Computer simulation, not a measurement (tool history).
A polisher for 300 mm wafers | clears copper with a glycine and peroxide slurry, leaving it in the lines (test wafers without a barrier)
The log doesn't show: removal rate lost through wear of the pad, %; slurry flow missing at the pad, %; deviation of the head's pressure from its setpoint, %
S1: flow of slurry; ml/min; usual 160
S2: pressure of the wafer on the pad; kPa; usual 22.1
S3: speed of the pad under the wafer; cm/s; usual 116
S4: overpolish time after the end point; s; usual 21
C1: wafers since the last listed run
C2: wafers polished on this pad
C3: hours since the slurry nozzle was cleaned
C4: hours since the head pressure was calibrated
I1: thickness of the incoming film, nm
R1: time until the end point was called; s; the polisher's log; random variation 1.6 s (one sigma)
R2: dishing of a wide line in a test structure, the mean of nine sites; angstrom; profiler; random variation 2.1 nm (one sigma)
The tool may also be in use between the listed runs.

Run 1, day 0.000: usual settings; C1 0; C2 316; C3 225.9; C4 1039.5; I1 653.1. Result: R1 86.6 s, R2 891 angstrom.
Run 2, day 1.792: usual settings; C1 374; C2 690; C3 268.9; C4 1082.5; I1 660.9. Result: R1 90.7 s, R2 852 angstrom.
Run 3, day 4.496: usual settings but S2 17.2 kPa, S4 26 s; C1 565; C2 1255; C3 333.8; C4 1147.4; I1 641.7. Result: R1 107.2 s, R2 819 angstrom.
Run 4, day 7.296: usual settings but S2 17.2 kPa, S4 26 s; C1 585; C2 1841; C3 401.0; C4 1214.6; I1 644.4. Result: R1 111.9 s, R2 858 angstrom.
At day 7.558: worn pad replaced by a new one.
Run 5, day 10.171: usual settings; C1 566; C2 546; C3 470.0; C4 1283.6; I1 639.0. Result: R1 97.8 s, R2 812 angstrom.
Run 6, day 11.696: usual settings; C1 318; C2 865; C3 506.6; C4 1320.2; I1 649.1. Result: R1 98.3 s, R2 854 angstrom.
Run 7, day 14.258: usual settings; C1 535; C2 1400; C3 568.1; C4 1381.7; I1 656.0. Result: R1 100.6 s, R2 801 angstrom.
At day 15.004: worn pad replaced by a new one, repeated, since the last time left the tool worse.
Run 8, day 16.900: usual settings; C1 517; C2 396; C3 631.5; C4 1445.1; I1 653.7. Result: R1 87.2 s, R2 861 angstrom.
Run 9, day 18.471: usual settings; C1 328; C2 724; C3 669.2; C4 1482.8; I1 651.5. Result: R1 88.9 s, R2 830 angstrom.
Run 10, day 20.638: usual settings; C1 452; C2 1177; C3 721.2; C4 1534.8; I1 652.4. Result: R1 90.5 s, R2 847 angstrom.
At day 22.617: worn pad replaced by a new one.
At day 22.729: slurry nozzle cleaned.
Run 11, day 22.767: usual settings but S2 15.2 kPa, S3 100 cm/s; C1 401; C2 23; C3 0.9; C4 1585.9; I1 647.0. Result: R1 130.7 s, R2 635 angstrom.
At day 23.942: head pressure recalibrated.
Run 12, day 24.962: usual settings but S1 135 ml/min, S2 28.3 kPa; C1 441; C2 464; C3 53.6; C4 24.5; I1 651.1. Result: R1 72.1 s, R2 1016 angstrom.
Run 13, day 27.467: usual settings but S1 210 ml/min; C1 523; C2 988; C3 113.7; C4 84.6; I1 649.9. Result: R1 87.5 s, R2 870 angstrom.
Run 14, day 30.067: usual settings but S2 25.5 kPa, S4 26 s; C1 543; C2 1531; C3 176.1; C4 147.0; I1 643.3. Result: R1 79.0 s, R2 1049 angstrom.
At day 32.046: worn pad replaced by a new one.
Run 15, day 39.033: usual settings but S1 110 ml/min; C1 1839; C2 1461; C3 391.3; C4 362.2; I1 650.5. Result: R1 93.9 s, R2 815 angstrom.
At day 40.017: worn pad replaced by a new one.
Run 16, day 41.346: usual settings but S1 115 ml/min, S2 20.0 kPa, S3 134 cm/s, S4 11 s; C1 448; C2 278; C3 446.8; C4 417.7; I1 647.0. Result: R1 85.6 s, R2 566 angstrom.

5 ways to go on from here, each from the tool as it stands after run 16. What would each give?
Run A, day 41.367: usual settings; C1 4; C2 282; C3 447.3; C4 418.2; I1 645.0. Result: R1 ?, R2 ?.
Run B, day 41.367: usual settings but S3 152 cm/s; C1 4; C2 282; C3 447.3; C4 418.2; I1 645.0. Result: R1 ?, R2 ?.
Run C, day 41.367: usual settings but S3 154 cm/s, S4 27 s; C1 4; C2 282; C3 447.3; C4 418.2; I1 645.0. Result: R1 ?, R2 ?.
Run D, day 41.367: usual settings but S2 26.9 kPa; C1 4; C2 282; C3 447.3; C4 418.2; I1 645.0. Result: R1 ?, R2 ?.
Run E, day 41.367: usual settings but S1 125 ml/min, S2 20.0 kPa; C1 4; C2 282; C3 447.3; C4 418.2; I1 645.0. Result: R1 ?, R2 ?.

run    R1    R2
  A  84.6   848
  B  66.8   962
  C  66.0  1092
  D  71.7   950
  E  94.0   788
Without the tool's hidden state the same runs would have given:
run    R1    R2
  A  83.0   859
  B  65.5   972
  C  64.7  1101
  D  70.3   961
  E  92.2   798

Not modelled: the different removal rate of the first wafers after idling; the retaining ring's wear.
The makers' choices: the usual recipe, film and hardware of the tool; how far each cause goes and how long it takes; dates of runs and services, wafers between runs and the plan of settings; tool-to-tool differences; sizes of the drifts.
